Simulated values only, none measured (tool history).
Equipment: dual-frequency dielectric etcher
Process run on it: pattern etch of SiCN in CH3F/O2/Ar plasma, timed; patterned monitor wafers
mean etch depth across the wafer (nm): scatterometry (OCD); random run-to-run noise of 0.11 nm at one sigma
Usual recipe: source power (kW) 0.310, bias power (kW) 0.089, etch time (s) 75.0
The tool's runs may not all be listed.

run    hour  source power (kW)  bias power (kW)  etch time (s)  read-back reference wafer on the same gauge, depth_nm  mean etch depth across the wafer (nm)
  1     0.0              0.310            0.089           75.0                                                  28.92                                  28.46
  2    73.6              0.310            0.089           75.0                                                  28.90                                  28.38
  3   134.9              0.310            0.089           75.0                                                  28.90                                  28.39
  4   242.1              0.310            0.089           75.0                                                  28.91                                  28.03
  5   290.3              0.310            0.089           75.0                                                  28.87                                  28.06
  6   360.7              0.310            0.089           75.0                                                  28.91                                  28.06
  7   413.7              0.310            0.089           75.0                                                  28.87                                  27.85
      458.7  -- wet clean of the chamber
      472.2  -- bias power generator calibrated
  8   494.0              0.310            0.089           75.0                                                  28.87                                  28.71
  9   535.4              0.310            0.101           75.0                                                  28.91                                  30.26
 10   594.3              0.310            0.101           75.0                                                  28.91                                  30.22
 11   874.8              0.310            0.101           75.0                                                  28.89                                  29.81
 12   955.0              0.310            0.099           75.0                                                  28.90                                  29.20
 13   992.2              0.310            0.083           75.0                                                  28.89                                  27.07
     1050.1  -- wet clean of the chamber
 14  1077.9              0.360            0.071           64.0                                                  28.90                                  23.20
 15  1169.6              0.230            0.068           83.0                                                  28.90                                  26.04
 16  1231.1              0.250            0.102           62.5                                                  28.90                                  23.86
     1401.8  -- gauge calibrated
 17  1417.7              0.310            0.089           75.0                                                  28.88                                  28.14
 18  1456.3              0.310            0.089           75.0                                                  28.90                                  27.98
     1491.1  -- upper electrode replaced
 19  1497.8              0.310            0.089           75.0                                                  28.90                                  27.97
 20  1555.6              0.350            0.099           75.0                                                  28.87                                  30.03
     1597.5  -- source power generator calibrated
 21  1620.0              0.310            0.089           75.0                                                  28.91                                  27.70
 22  1673.3              0.250            0.078           89.5                                                  28.88                                  29.54
 23  1734.9              0.310            0.095           75.0                                                  28.93                                  28.24
     1785.6  -- wet clean of the chamber
 24  1792.2              0.310            0.071           75.0                                                  28.89                                  26.01
 25  1852.6              0.310            0.089           62.0                                                  28.90                                  23.69
 26  1915.6              0.280            0.111           64.0                                                  28.91                                  26.10
 27  2000.8              0.310            0.089           75.0                                                  28.91                                  28.45
 28  2084.9              0.310            0.074           75.0                                                  28.88                                  26.32
 29  2323.9              0.310            0.089           75.0                                                  28.89                                  27.94
 30  2425.4              0.310            0.077           65.0                                                  28.90                                  22.44

4 ways to go on from here, each from the tool as it stands after run 30. What would each give?
  A  2425.8              0.310            0.089           66.5                                                      ?                                      ?
  B  2425.8              0.310            0.081           75.0                                                      ?                                      ?
  C  2425.8              0.310            0.070           75.0                                                      ?                                      ?
  D  2425.8              0.310            0.089           62.5                                                      ?                                      ?

run  read-back reference wafer on the same gauge, depth_nm  mean etch depth across the wafer (nm)
  A                                                  28.93                                  24.50
  B                                                  28.93                                  26.54
  C                                                  28.93                                  24.94
  D                                                  28.93                                  23.03
With no hidden state in the tool, these same runs would have given:
run  mean etch depth across the wafer (nm)
  A                                  25.54
  B                                  27.67
  C                                  26.01
  D                                  24.01

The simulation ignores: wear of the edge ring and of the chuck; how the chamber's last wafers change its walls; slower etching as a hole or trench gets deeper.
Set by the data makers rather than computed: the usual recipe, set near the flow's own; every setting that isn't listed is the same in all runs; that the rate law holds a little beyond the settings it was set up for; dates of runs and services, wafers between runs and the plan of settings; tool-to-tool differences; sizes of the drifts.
